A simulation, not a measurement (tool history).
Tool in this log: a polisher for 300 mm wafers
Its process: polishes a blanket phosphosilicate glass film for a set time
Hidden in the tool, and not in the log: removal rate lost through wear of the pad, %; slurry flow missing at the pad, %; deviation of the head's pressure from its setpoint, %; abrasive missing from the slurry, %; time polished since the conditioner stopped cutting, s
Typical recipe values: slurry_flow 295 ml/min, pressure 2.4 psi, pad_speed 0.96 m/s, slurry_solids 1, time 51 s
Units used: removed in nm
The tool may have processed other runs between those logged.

run,hour,slurry_flow,pressure,pad_speed,slurry_solids,time,wafers since the last listed run,wafers polished on this pad,hours since the slurry nozzle was cleaned,hours since the head pressure was calibrated,hours since the slurry blender was calibrated,hours since the conditioning disc was replaced,"incoming thickness of the incoming film, nm",removed
1,0,295,2.4,0.7,1,51,0,1163,196.9,1196.3,231.1,163,4750.8,312.3
# hour 26.7: head pressure recalibrated
2,76.2,295,2.4,0.7,1,51,803,1966,273.1,49.5,307.3,239.2,4764.4,314.6
3,130.4,295,2.4,0.7,1,51,587,2554,327.3,103.7,361.5,293.4,4752.7,306.1
4,215.2,295,1.9,0.96,1,51,918,3472,412.1,188.5,446.3,378.2,4731.5,310.3
5,257.2,295,2.4,0.96,1,51,454,3927,454.1,230.5,488.3,420.2,4746.2,385
6,341.8,260,2.4,0.96,1.15,51,916,4844,538.7,315.1,572.9,504.8,4700.5,410
# hour 405.4: conditioning disc replaced and pad reconditioned
7,408.7,365,2.4,0.96,1.3,38,703,5547,605.6,382,639.8,3.3,4745.3,316.3
# hour 460.2: slurry blender recalibrated
# hour 486.2: worn pad replaced by a new one
8,516.5,350,2.9,0.96,1,51,1102,328,713.4,489.8,56.3,111.1,4671.2,487.1
# hour 524.7: slurry nozzle cleaned
9,597.1,340,1.7,0.96,1.15,65,862,1190,72.4,570.4,136.9,191.7,4731.5,381.8
10,704.4,380,2.8,0.96,0.9,46,1162,2352,179.7,677.7,244.2,299,4706.6,400.5
11,750.2,295,2.4,0.96,1,51,496,2849,225.5,723.5,290,344.8,4668.9,385.2
12,824.9,260,1.7,0.74,1,51,809,3658,300.2,798.2,364.7,419.5,4734.5,217.7
13,875.7,295,2.4,0.84,1,51,550,4208,351,849,415.5,470.3,4702.7,337.8
# hour 1083.8: conditioning disc replaced and pad reconditioned
# hour 1089.2: worn pad replaced by a new one
14,1094.2,295,2.4,0.76,1,57,2301,53,569.5,1067.5,634,10.4,4706.7,359.8
15,1141.6,295,2.4,1.16,1,36,513,567,616.9,1114.9,681.4,57.8,4781.5,325.8
# hour 1158.6: slurry blender recalibrated
16,1189.4,355,2.8,0.96,1,51,496,1063,664.7,1162.7,30.8,105.6,4646.4,456.7
17,1268.8,295,2.4,0.96,1,51,860,1923,744.1,1242.1,110.2,185,4705,400.3
# hour 1290.7: slurry nozzle cleaned
18,1319.2,295,2.4,0.96,1,51,535,2458,28.5,1292.5,160.6,235.4,4683.4,399.5
19,1377.7,265,2.4,0.68,1,63,633,3092,87,1351,219.1,293.9,4750.2,362.9
# hour 1406.1: head pressure recalibrated
20,1435.4,295,2.4,0.96,1,51,603,3695,144.7,29.3,276.8,351.6,4704.1,385.2
21,1624.1,250,1.7,0.7,1,51,2044,5739,333.4,218,465.5,540.3,4732.2,204.1
# hour 1678.9: conditioning disc replaced and pad reconditioned
22,1696.4,335,1.8,0.74,0.8,51,761,6501,405.7,290.3,537.8,17.5,4704.1,201.1
# hour 1743.6: slurry blender recalibrated
# hour 1752.9: worn pad replaced by a new one
23,1760,365,2,0.84,1,41,623,77,469.3,353.9,16.4,81.1,4693.1,244.5
24,1868,295,2.9,0.96,1,51,1169,1247,577.3,461.9,124.4,189.1,4753.6,491.6
25,1944.7,295,2.4,0.72,1,51,830,2078,654,538.6,201.1,265.8,4709.8,314.8
# hour 1980.5: slurry nozzle cleaned
26,2046.3,390,2.8,0.78,0.75,51,1089,3167,65.8,640.2,302.7,367.4,4704.8,342.4

How would selected steps in removed from run to run divide? Give the signed amount a tool lacking its hidden state would still show from settings, what came in and random variation, and the signed amount left for the hidden state, including any gauge scatter that is not in both of the compared results.
Run 7 -> 8: slurry_flow 365 -> 350, pressure 2.4 -> 2.9, slurry_solids 1.3 -> 1, time 38 -> 51, slurry blender recalibrated, worn pad replaced by a new one. removed +170.8 nm: hidden state +16.3, all else +154.5.
Run 20 -> 21: slurry_flow 295 -> 250, pressure 2.4 -> 1.7, pad_speed 0.96 -> 0.7. removed -181.1 nm: hidden state -2.8, all else -178.3.
Run 22 -> 23: slurry_flow 335 -> 365, pressure 1.8 -> 2, pad_speed 0.74 -> 0.84, slurry_solids 0.8 -> 1, time 51 -> 41, slurry blender recalibrated, worn pad replaced by a new one. removed +43.4 nm: hidden state +18.3, all else +25.1.
Run 23 -> 24: slurry_flow 365 -> 295, pressure 2 -> 2.9, pad_speed 0.84 -> 0.96, time 41 -> 51. removed +247.1 nm: hidden state -1.7, all else +248.8.

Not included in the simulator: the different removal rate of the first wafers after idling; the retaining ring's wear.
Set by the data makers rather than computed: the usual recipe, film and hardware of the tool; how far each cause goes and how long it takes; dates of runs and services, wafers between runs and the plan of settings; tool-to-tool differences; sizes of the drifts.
